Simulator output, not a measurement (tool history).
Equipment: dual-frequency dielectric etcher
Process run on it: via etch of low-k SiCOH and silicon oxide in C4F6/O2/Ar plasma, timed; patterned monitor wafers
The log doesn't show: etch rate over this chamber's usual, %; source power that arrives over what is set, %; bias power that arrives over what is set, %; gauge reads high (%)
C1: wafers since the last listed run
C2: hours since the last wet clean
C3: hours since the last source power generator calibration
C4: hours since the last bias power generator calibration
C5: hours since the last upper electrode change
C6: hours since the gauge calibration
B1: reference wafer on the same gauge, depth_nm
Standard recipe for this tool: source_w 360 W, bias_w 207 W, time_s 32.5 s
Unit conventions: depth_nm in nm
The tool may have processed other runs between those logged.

Run 1, day 0.000: usual settings; C1 0; C2 225.2; C3 2238.6; C4 2541.6; C5 3877.3; C6 636.6; B1 85.3. Result: depth_nm 75.2 nm.
Run 2, day 3.992: usual settings; C1 946; C2 321.0; C3 2334.4; C4 2637.4; C5 3973.1; C6 732.4; B1 85.3. Result: depth_nm 75.4 nm.
Run 3, day 5.654: usual settings; C1 394; C2 360.9; C3 2374.3; C4 2677.3; C5 4013.0; C6 772.3; B1 85.3. Result: depth_nm 74.7 nm.
Run 4, day 8.842: usual settings but bias_w 235 W; C1 755; C2 437.4; C3 2450.8; C4 2753.8; C5 4089.5; C6 848.8; B1 85.3. Result: depth_nm 78.8 nm.
At day 11.904: wet clean of the chamber.
Run 5, day 12.892: usual settings but bias_w 235 W; C1 723; C2 23.7; C3 2548.0; C4 2851.0; C5 4186.7; C6 946.0; B1 85.3. Result: depth_nm 77.0 nm.
Run 6, day 14.542: usual settings but bias_w 235 W; C1 391; C2 63.3; C3 2587.6; C4 2890.6; C5 4226.3; C6 985.6; B1 85.3. Result: depth_nm 77.1 nm.
Run 7, day 23.279: usual settings but source_w 410 W, time_s 38.0 s; C1 2071; C2 273.0; C3 2797.3; C4 3100.3; C5 4436.0; C6 1195.3; B1 85.4. Result: depth_nm 91.4 nm.
Run 8, day 26.046: usual settings but source_w 410 W, time_s 38.0 s; C1 655; C2 339.4; C3 2863.7; C4 3166.7; C5 4502.4; C6 1261.7; B1 85.3. Result: depth_nm 91.8 nm.
Run 9, day 28.729: usual settings but source_w 410 W, time_s 38.0 s; C1 636; C2 403.8; C3 2928.1; C4 3231.1; C5 4566.8; C6 1326.1; B1 85.3. Result: depth_nm 91.6 nm.
Run 10, day 30.792: usual settings; C1 489; C2 453.3; C3 2977.6; C4 3280.6; C5 4616.3; C6 1375.6; B1 85.3. Result: depth_nm 75.1 nm.
At day 33.292: gauge calibrated.
At day 33.829: wet clean of the chamber.
Run 11, day 34.492: usual settings but source_w 330 W, time_s 37.0 s; C1 640; C2 15.9; C3 3066.4; C4 3369.4; C5 4705.1; C6 28.8; B1 85.3. Result: depth_nm 81.2 nm.
Run 12, day 36.725: usual settings; C1 529; C2 69.5; C3 3120.0; C4 3423.0; C5 4758.7; C6 82.4; B1 85.3. Result: depth_nm 74.1 nm.
Run 13, day 39.171: usual settings; C1 579; C2 128.2; C3 3178.7; C4 3481.7; C5 4817.4; C6 141.1; B1 85.3. Result: depth_nm 74.0 nm.
Run 14, day 42.767: usual settings but source_w 320 W, bias_w 176 W; C1 852; C2 214.5; C3 3265.0; C4 3568.0; C5 4903.7; C6 227.4; B1 85.3. Result: depth_nm 68.0 nm.
At day 44.758: upper electrode replaced.
Run 15, day 45.308: usual settings; C1 365; C2 275.5; C3 3326.0; C4 3629.0; C5 13.2; C6 288.4; B1 85.3. Result: depth_nm 74.6 nm.
Run 16, day 47.046: usual settings but source_w 400 W, bias_w 190 W, time_s 24.5 s; C1 411; C2 317.2; C3 3367.7; C4 3670.7; C5 54.9; C6 330.1; B1 85.3. Result: depth_nm 56.7 nm.
Run 17, day 50.575: usual settings but source_w 400 W; C1 836; C2 401.9; C3 3452.4; C4 3755.4; C5 139.6; C6 414.8; B1 85.3. Result: depth_nm 78.0 nm.
At day 52.158: wet clean of the chamber.
Run 18, day 53.642: usual settings but source_w 310 W, time_s 36.5 s; C1 489; C2 35.6; C3 3526.0; C4 3829.0; C5 213.2; C6 488.4; B1 85.2. Result: depth_nm 79.0 nm.
Run 19, day 57.008: usual settings but bias_w 191 W, time_s 27.5 s; C1 798; C2 116.4; C3 3606.8; C4 3909.8; C5 294.0; C6 569.2; B1 85.2. Result: depth_nm 61.2 nm.
Run 20, day 59.054: usual settings but bias_w 171 W; C1 485; C2 165.5; C3 3655.9; C4 3958.9; C5 343.1; C6 618.3; B1 85.3. Result: depth_nm 70.3 nm.
Run 21, day 61.567: usual settings but source_w 390 W, time_s 27.5 s; C1 595; C2 225.8; C3 3716.2; C4 4019.2; C5 403.4; C6 678.6; B1 85.3. Result: depth_nm 64.4 nm.
At day 62.896: source power generator calibrated.
At day 71.796: bias power generator calibrated.
Run 22, day 73.038: usual settings but source_w 280 W, bias_w 175 W; C1 2640; C2 501.1; C3 243.4; C4 29.8; C5 678.7; C6 953.9; B1 85.3. Result: depth_nm 65.8 nm.
At day 75.838: wet clean of the chamber.
Run 23, day 75.858: usual settings but source_w 430 W, bias_w 240 W, time_s 38.5 s; C1 431; C2 0.5; C3 311.1; C4 97.5; C5 746.4; C6 1021.6; B1 85.3. Result: depth_nm 97.3 nm.
Run 24, day 77.633: usual settings but source_w 410 W; C1 420; C2 43.1; C3 353.7; C4 140.1; C5 789.0; C6 1064.2; B1 85.3. Result: depth_nm 77.2 nm.
Run 25, day 81.321: usual settings but source_w 400 W, time_s 28.5 s; C1 874; C2 131.6; C3 442.2; C4 228.6; C5 877.5; C6 1152.7; B1 85.3. Result: depth_nm 67.6 nm.
Run 26, day 85.488: usual settings but source_w 300 W, bias_w 236 W; C1 987; C2 231.6; C3 542.2; C4 328.6; C5 977.5; C6 1252.7; B1 85.3. Result: depth_nm 73.0 nm.
Run 27, day 89.796: usual settings; C1 1021; C2 335.0; C3 645.6; C4 432.0; C5 1080.9; C6 1356.1; B1 85.3. Result: depth_nm 74.8 nm.
At day 94.738: gauge calibrated.
At day 95.825: wet clean of the chamber.
Run 28, day 96.388: usual settings; C1 1325; C2 13.5; C3 803.8; C4 590.2; C5 1239.1; C6 39.6; B1 85.3. Result: depth_nm 73.7 nm.
Run 29, day 100.308: usual settings but source_w 310 W, bias_w 253 W, time_s 39.5 s; C1 929; C2 107.6; C3 897.9; C4 684.3; C5 1333.2; C6 133.7; B1 85.3. Result: depth_nm 91.1 nm.

What if the next run were any one of these 4? Each begins from the tool's condition after run 29:
Run A, day 100.325: usual settings; C1 3; C2 108.0; C3 898.3; C4 684.7; C5 1333.6; C6 134.1; B1 ?. Result: depth_nm ?.
Run B, day 100.325: usual settings but bias_w 232 W, time_s 27.0 s; C1 3; C2 108.0; C3 898.3; C4 684.7; C5 1333.6; C6 134.1; B1 ?. Result: depth_nm ?.
Run C, day 100.325: usual settings but source_w 410 W, time_s 36.5 s; C1 3; C2 108.0; C3 898.3; C4 684.7; C5 1333.6; C6 134.1; B1 ?. Result: depth_nm ?.
Run D, day 100.325: usual settings but source_w 430 W, bias_w 245 W, time_s 41.0 s; C1 3; C2 108.0; C3 898.3; C4 684.7; C5 1333.6; C6 134.1; B1 ?. Result: depth_nm ?.

run    B1  depth_nm
  A  85.2      73.5
  B  85.2      63.4
  C  85.2      86.4
  D  85.2     104.2
With no hidden state in the tool, these same runs would have given:
run  depth_nm
  A      73.2
  B      63.1
  C      86.0
  D     103.8
